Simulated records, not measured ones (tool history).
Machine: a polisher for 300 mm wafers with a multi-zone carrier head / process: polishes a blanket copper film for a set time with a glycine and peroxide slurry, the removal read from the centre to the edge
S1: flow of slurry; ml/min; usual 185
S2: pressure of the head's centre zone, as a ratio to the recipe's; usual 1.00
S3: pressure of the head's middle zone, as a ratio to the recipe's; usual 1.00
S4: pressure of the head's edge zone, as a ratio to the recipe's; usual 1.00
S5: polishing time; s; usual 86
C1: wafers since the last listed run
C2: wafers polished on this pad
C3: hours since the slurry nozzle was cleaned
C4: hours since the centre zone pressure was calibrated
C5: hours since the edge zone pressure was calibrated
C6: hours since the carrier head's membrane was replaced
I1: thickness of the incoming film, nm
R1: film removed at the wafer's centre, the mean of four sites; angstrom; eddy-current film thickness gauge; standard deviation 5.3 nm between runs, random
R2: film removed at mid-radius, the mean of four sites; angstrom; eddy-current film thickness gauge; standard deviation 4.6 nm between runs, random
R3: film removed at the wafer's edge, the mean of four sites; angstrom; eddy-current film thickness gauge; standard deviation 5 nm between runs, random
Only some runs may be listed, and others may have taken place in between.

run   hour   S1    S2    S3    S4  S5   C1    C2     C3     C4     C5      C6      I1    R1    R2    R3
  1    0.0  185  1.00  1.00  1.00  86    0   462   47.5  318.8   23.0  1874.4  1521.3  4261  3874  3821
  2   35.5  185  1.00  1.00  1.00  86  429   891   83.0  354.3   58.5  1909.9  1506.2  4289  3725  3732
  3   61.1  185  1.00  1.00  1.00  86  309  1200  108.6  379.9   84.1  1935.5  1489.9  4186  3714  3694
  4   78.3  185  1.00  1.00  1.00  86  207  1408  125.8  397.1  101.3  1952.7  1504.7  4076  3649  3748
     105.2  -- carrier head's membrane replaced by a new one
  5  105.7  230  1.00  1.06  1.00  86  270  1679  153.2  424.5  128.7     0.5  1508.4  4126  3903  3675
     107.8  -- centre zone pressure recalibrated
     112.2  -- worn pad replaced by a new one
  6  117.9  185  0.91  0.93  1.00  60   74    68  165.4   10.1  140.9    12.7  1517.2  2425  2538  2721
  7  135.4  185  1.00  1.00  1.00  86  211   280  182.9   27.6  158.4    30.2  1504.7  3836  3790  3764
     140.4  -- slurry nozzle cleaned
  8  155.9  185  1.00  0.88  0.97  86  235   515   15.5   48.1  178.9    50.7  1527.5  3868  3380  3701
  9  191.8  185  1.05  1.00  1.00  86  433   949   51.4   84.0  214.8    86.6  1506.0  3955  3665  3699
 10  224.6  185  0.93  1.00  1.00  86  396  1346   84.2  116.8  247.6   119.4  1493.6  3589  3586  3580
 11  241.3  240  1.05  0.96  1.12  86  201  1547  100.9  133.5  264.3   136.1  1479.8  4139  3514  3835
 12  270.0  165  1.06  1.00  1.00  86  346  1894  129.6  162.2  293.0   164.8  1496.1  3789  3318  3488
 13  290.0  150  1.00  0.95  0.91  86  241  2136  149.6  182.2  313.0   184.8  1527.3  3514  3124  3179
     316.8  -- worn pad replaced by a new one
 14  323.0  185  1.08  1.08  1.00  64  350    74  182.6  215.2  346.0   217.8  1469.5  3321  2968  2839
 15  340.5  185  1.00  1.00  1.00  86  211   285  200.1  232.7  363.5   235.3  1504.1  4123  3781  3814
     350.3  -- slurry nozzle cleaned
 16  356.2  125  1.00  1.00  1.00  66  177   463    5.9  248.4  379.2   251.0  1512.1  2896  2620  2719
 17  383.0  185  1.00  1.00  1.00  86  323   787   32.7  275.2  406.0   277.8  1525.8  4147  3601  3619
 18  410.7  185  1.00  1.00  1.00  86  334  1122   60.4  302.9  433.7   305.5  1507.8  3895  3570  3558
 19  431.3  185  1.00  1.06  0.96  98  248  1371   81.0  323.5  454.3   326.1  1521.3  4438  4135  3934
 20  461.6  185  1.00  0.89  1.00  98  366  1737  111.3  353.8  484.6   356.4  1486.7  4453  3667  3854
     481.2  -- worn pad replaced by a new one
 21  495.0  185  1.00  1.00  1.00  86  355   167  144.7  387.2  518.0   389.8  1528.8  4268  3894  3851
     516.4  -- centre zone pressure recalibrated
     530.7  -- slurry nozzle cleaned
 22  566.9  185  0.89  0.93  1.00  86  832   999   36.2   50.5  589.9   461.7  1523.9  3347  3445  3673

Each run again, without the hidden state but with its own random variation kept:
Hidden state at play: removal rate lost through wear of the pad, %; slurry flow missing at the pad, %; deviation of the centre zone's pressure from its setpoint, %; deviation of the edge zone's pressure from its setpoint, %.
run    R1    R2    R3
  1  3933  4002  3945
  2  4048  3946  3951
  3  4018  4007  3983
  4  3958  3987  4092
  5  4085  4352  4095
  6  2503  2612  2800
  7  3955  3948  3922
  8  3993  3573  3911
  9  4112  3976  4012
 10  3771  3986  3979
 11  4382  3955  4315
 12  4067  3819  4012
 13  3812  3652  3714
 14  3177  3077  2942
 15  3979  3969  4002
 16  2820  2781  2884
 17  4104  3896  3914
 18  3922  3943  3928
 19  4530  4638  4410
 20  4641  4209  4422
 21  3944  3970  3925
 22  3465  3693  3937

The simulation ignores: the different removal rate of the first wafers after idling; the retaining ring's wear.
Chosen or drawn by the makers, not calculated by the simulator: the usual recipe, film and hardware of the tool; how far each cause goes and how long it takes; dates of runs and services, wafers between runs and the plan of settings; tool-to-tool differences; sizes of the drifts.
